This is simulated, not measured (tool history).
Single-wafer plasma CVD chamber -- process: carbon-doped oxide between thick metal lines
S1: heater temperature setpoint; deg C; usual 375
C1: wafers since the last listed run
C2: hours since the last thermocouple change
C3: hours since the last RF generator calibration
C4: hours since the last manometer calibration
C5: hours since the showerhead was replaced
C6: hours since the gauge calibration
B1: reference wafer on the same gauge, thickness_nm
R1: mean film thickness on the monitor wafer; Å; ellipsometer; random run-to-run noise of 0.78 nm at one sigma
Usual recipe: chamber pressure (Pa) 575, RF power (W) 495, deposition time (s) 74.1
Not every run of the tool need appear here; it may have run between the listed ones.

Run 1, hour 0: usual settings; C1 0; C2 791.9; C3 1710.7; C4 2522.1; C5 3873.6; C6 424.6; B1 361.673. Result: R1 3133.18 Å.
Run 2, hour 17.6: usual settings; C1 362; C2 809.5; C3 1728.3; C4 2539.7; C5 3891.2; C6 442.2; B1 362.361. Result: R1 3135.2 Å.
Run 3, hour 24.5: usual settings; C1 142; C2 816.4; C3 1735.2; C4 2546.6; C5 3898.1; C6 449.1; B1 361.869. Result: R1 3137.53 Å.
Run 4, hour 34.4: usual settings; C1 204; C2 826.3; C3 1745.1; C4 2556.5; C5 3908; C6 459; B1 361.696. Result: R1 3148.62 Å.
Run 5, hour 43.9: usual settings; C1 195; C2 835.8; C3 1754.6; C4 2566; C5 3917.5; C6 468.5; B1 361.882. Result: R1 3131.93 Å.
Run 6, hour 57: usual settings; C1 270; C2 848.9; C3 1767.7; C4 2579.1; C5 3930.6; C6 481.6; B1 362.116. Result: R1 3146.18 Å.
Run 7, hour 65: usual settings; C1 164; C2 856.9; C3 1775.7; C4 2587.1; C5 3938.6; C6 489.6; B1 362.257. Result: R1 3144.03 Å.
Run 8, hour 77.8: usual settings; C1 263; C2 869.7; C3 1788.5; C4 2599.9; C5 3951.4; C6 502.4; B1 362.258. Result: R1 3129.16 Å.
At hour 106.6: RF generator calibrated.
Run 9, hour 112.5: usual settings; C1 550; C2 904.4; C3 5.9; C4 2634.6; C5 3986.1; C6 537.1; B1 361.885. Result: R1 3290.24 Å.
At hour 120.9: capacitance manometer re-zeroed and calibrated.
Run 10, hour 121.4: usual settings; C1 18; C2 913.3; C3 14.8; C4 0.5; C5 3995; C6 546; B1 362.083. Result: R1 3293.29 Å.
Run 11, hour 128.3: usual settings; C1 142; C2 920.2; C3 21.7; C4 7.4; C5 4001.9; C6 552.9; B1 361.928. Result: R1 3305.78 Å.
Run 12, hour 135.1: usual settings; C1 140; C2 927; C3 28.5; C4 14.2; C5 4008.7; C6 559.7; B1 361.981. Result: R1 3298.26 Å.
Run 13, hour 152.3: usual settings; C1 354; C2 944.2; C3 45.7; C4 31.4; C5 4025.9; C6 576.9; B1 361.987. Result: R1 3283.55 Å.
At hour 193: showerhead replaced.
Run 14, hour 193.5: usual settings but RF power (W) 430, deposition time (s) 67; C1 684; C2 985.4; C3 86.9; C4 72.6; C5 0.5; C6 618.1; B1 362.096. Result: R1 2733.75 Å.
Run 15, hour 193.8: usual settings but S1 381 deg C, deposition time (s) 81.1; C1 6; C2 985.7; C3 87.2; C4 72.9; C5 0.8; C6 618.4; B1 361.584. Result: R1 3553.69 Å.
At hour 203.5: gauge calibrated.
Run 16, hour 209.7: usual settings but S1 385 deg C, chamber pressure (Pa) 535, RF power (W) 405, deposition time (s) 84.2; C1 327; C2 1001.6; C3 103.1; C4 88.8; C5 16.7; C6 6.2; B1 361.739. Result: R1 3223.55 Å.
Run 17, hour 225.2: usual settings; C1 319; C2 1017.1; C3 118.6; C4 104.3; C5 32.2; C6 21.7; B1 362.082. Result: R1 3279.32 Å.
Run 18, hour 242.7: usual settings but RF power (W) 535, deposition time (s) 80.6; C1 360; C2 1034.6; C3 136.1; C4 121.8; C5 49.7; C6 39.2; B1 361.932. Result: R1 3711.09 Å.
Run 19, hour 259.6: usual settings but S1 383 deg C, chamber pressure (Pa) 524; C1 348; C2 1051.5; C3 153; C4 138.7; C5 66.6; C6 56.1; B1 362.122. Result: R1 3196.39 Å.
Run 20, hour 271.9: usual settings but S1 368 deg C, chamber pressure (Pa) 523, RF power (W) 590, deposition time (s) 82.4; C1 253; C2 1063.8; C3 165.3; C4 151; C5 78.9; C6 68.4; B1 362.052. Result: R1 3996.75 Å.
Run 21, hour 283.1: usual settings; C1 230; C2 1075; C3 176.5; C4 162.2; C5 90.1; C6 79.6; B1 361.75. Result: R1 3261.2 Å.
At hour 303.6: thermocouple changed; heater temperature recalibrated.
Run 22, hour 304.1: usual settings but chamber pressure (Pa) 693; C1 268; C2 0.5; C3 197.5; C4 183.2; C5 111.1; C6 100.6; B1 361.712. Result: R1 3321.63 Å.
Run 23, hour 347.3: usual settings but S1 366 deg C, chamber pressure (Pa) 644, RF power (W) 425, deposition time (s) 84.1; C1 890; C2 43.7; C3 240.7; C4 226.4; C5 154.3; C6 143.8; B1 362.085. Result: R1 3454.64 Å.
Run 24, hour 358.2: usual settings but S1 367 deg C, RF power (W) 580; C1 224; C2 54.6; C3 251.6; C4 237.3; C5 165.2; C6 154.7; B1 362.23. Result: R1 3591.54 Å.
Run 25, hour 364.3: usual settings but RF power (W) 410; C1 125; C2 60.7; C3 257.7; C4 243.4; C5 171.3; C6 160.8; B1 361.97. Result: R1 2901.08 Å.
Run 26, hour 381: usual settings but S1 380 deg C, chamber pressure (Pa) 661, RF power (W) 585; C1 344; C2 77.4; C3 274.4; C4 260.1; C5 188; C6 177.5; B1 362.117. Result: R1 3583.58 Å.
Run 27, hour 396.3: usual settings but RF power (W) 440, deposition time (s) 82.3; C1 315; C2 92.7; C3 289.7; C4 275.4; C5 203.3; C6 192.8; B1 361.829. Result: R1 3358.42 Å.
Run 28, hour 409.4: usual settings; C1 270; C2 105.8; C3 302.8; C4 288.5; C5 216.4; C6 205.9; B1 362.168. Result: R1 3238.15 Å.
Run 29, hour 437: usual settings but S1 371 deg C; C1 569; C2 133.4; C3 330.4; C4 316.1; C5 244; C6 233.5; B1 361.962. Result: R1 3258.3 Å.

Consider 3 possible next runs. They are alternatives, not a sequence: every one starts from the tool as it was left by run 29. What does each give?
Run A, hour 437.4: usual settings but chamber pressure (Pa) 612; C1 8; C2 133.8; C3 330.8; C4 316.5; C5 244.4; C6 233.9; B1 ?. Result: R1 ?.
Run B, hour 437.4: usual settings but S1 387 deg C, RF power (W) 585; C1 8; C2 133.8; C3 330.8; C4 316.5; C5 244.4; C6 233.9; B1 ?. Result: R1 ?.
Run C, hour 437.4: usual settings but RF power (W) 535; C1 8; C2 133.8; C3 330.8; C4 316.5; C5 244.4; C6 233.9; B1 ?. Result: R1 ?.

run       B1       R1
  A  361.979  3258.24
  B  361.979  3480.47
  C  361.979  3379.44
Take away the tool's hidden state, keep each run's random variation, and the runs would have read:
run       R1
  A  3325.48
  B  3548.55
  C  3447.68

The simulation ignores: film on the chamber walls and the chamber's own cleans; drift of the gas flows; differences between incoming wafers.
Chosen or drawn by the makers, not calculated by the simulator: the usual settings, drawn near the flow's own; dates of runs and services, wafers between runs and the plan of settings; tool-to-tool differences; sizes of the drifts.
